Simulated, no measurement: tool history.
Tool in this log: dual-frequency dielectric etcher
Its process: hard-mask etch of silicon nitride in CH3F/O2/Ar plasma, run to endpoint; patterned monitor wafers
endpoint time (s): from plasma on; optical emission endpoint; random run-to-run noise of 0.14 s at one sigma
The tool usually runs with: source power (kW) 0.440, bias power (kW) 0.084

| run | hour | source power (kW) | bias power (kW) | wafers since the last listed run | hours since the last wet clean | hours since the last source power generator calibration | hours since the last bias power generator calibration | hours since the last upper electrode change | incoming incoming film thickness, nm | endpoint time (s) |
|---|---|---|---|---|---|---|---|---|---|---|
| 1 | 0.0 | 0.440 | 0.096 | 0 | 150.2 | 2406.2 | 1339.7 | 3397.2 | 28.36 | 36.4 |
| 2 | 86.3 | 0.370 | 0.084 | 715 | 236.5 | 2492.5 | 1426.0 | 3483.5 | 28.53 | 40.8 |
| 3 | 128.0 | 0.370 | 0.084 | 345 | 278.2 | 2534.2 | 1467.7 | 3525.2 | 28.69 | 41.2 |
| 4 | 152.9 | 0.370 | 0.084 | 206 | 303.1 | 2559.1 | 1492.6 | 3550.1 | 28.43 | 40.2 |
| 5 | 188.6 | 0.480 | 0.084 | 296 | 338.8 | 2594.8 | 1528.3 | 3585.8 | 28.54 | 36.6 |
| 6 | 221.8 | 0.380 | 0.084 | 275 | 372.0 | 2628.0 | 1561.5 | 3619.0 | 28.53 | 39.8 |
| 7 | 314.3 | 0.370 | 0.091 | 767 | 464.5 | 2720.5 | 1654.0 | 3711.5 | 28.21 | 38.8 |
| 8 | 385.0 | 0.440 | 0.084 | 586 | 535.2 | 2791.2 | 1724.7 | 3782.2 | 28.35 | 37.6 |
| 9 | 411.5 | 0.440 | 0.084 | 219 | 561.7 | 2817.7 | 1751.2 | 3808.7 | 28.44 | 37.4 |
| 10 | 457.1 | 0.440 | 0.084 | 378 | 607.3 | 2863.3 | 1796.8 | 3854.3 | 28.57 | 37.5 |
|  | 532.7 | wet clean of the chamber |
| 11 | 581.9 | 0.440 | 0.084 | 836 | 49.2 | 2988.1 | 1921.6 | 3979.1 | 28.42 | 38.3 |
| 12 | 648.6 | 0.470 | 0.074 | 553 | 115.9 | 3054.8 | 1988.3 | 4045.8 | 28.45 | 38.8 |
| 13 | 707.6 | 0.440 | 0.068 | 489 | 174.9 | 3113.8 | 2047.3 | 4104.8 | 28.48 | 40.8 |
|  | 762.3 | bias power generator calibrated |
|  | 785.3 | source power generator calibrated |
| 14 | 863.5 | 0.440 | 0.084 | 1226 | 330.8 | 78.2 | 101.2 | 4260.7 | 28.33 | 37.6 |
|  | 891.7 | upper electrode replaced |
| 15 | 918.3 | 0.340 | 0.064 | 255 | 385.6 | 133.0 | 156.0 | 26.6 | 28.37 | 45.4 |
| 16 | 957.0 | 0.520 | 0.077 | 321 | 424.3 | 171.7 | 194.7 | 65.3 | 28.32 | 36.2 |
| 17 | 994.5 | 0.440 | 0.090 | 311 | 461.8 | 209.2 | 232.2 | 102.8 | 28.23 | 37.0 |
| 18 | 1044.5 | 0.350 | 0.084 | 414 | 511.8 | 259.2 | 282.2 | 152.8 | 28.13 | 40.9 |
|  | 1095.1 | wet clean of the chamber |
| 19 | 1095.6 | 0.530 | 0.072 | 224 | 0.5 | 310.3 | 333.3 | 203.9 | 28.51 | 37.5 |
| 20 | 1156.7 | 0.440 | 0.091 | 506 | 61.6 | 371.4 | 394.4 | 265.0 | 28.80 | 37.8 |
| 21 | 1215.8 | 0.360 | 0.072 | 490 | 120.7 | 430.5 | 453.5 | 324.1 | 28.24 | 42.6 |
| 22 | 1252.9 | 0.440 | 0.084 | 307 | 157.8 | 467.6 | 490.6 | 361.2 | 28.65 | 38.3 |
| 23 | 1294.7 | 0.370 | 0.077 | 346 | 199.6 | 509.4 | 532.4 | 403.0 | 28.59 | 42.1 |

3 ways to go on from here, each from the tool as it stands after run 23. What would each give?
| A | 1295.1 | 0.440 | 0.084 | 3 | 200.0 | 509.8 | 532.8 | 403.4 | 28.46 | ? |
| B | 1295.1 | 0.410 | 0.099 | 3 | 200.0 | 509.8 | 532.8 | 403.4 | 28.46 | ? |
| C | 1295.1 | 0.390 | 0.069 | 3 | 200.0 | 509.8 | 532.8 | 403.4 | 28.46 | ? |

| run | endpoint time (s) |
|---|---|
| A | 37.9 |
| B | 36.9 |
| C | 42.1 |
Stripped of hidden state, with their random variation kept, the same runs would have yielded:
| run | endpoint time (s) |
|---|---|
| A | 38.2 |
| B | 37.2 |
| C | 42.5 |
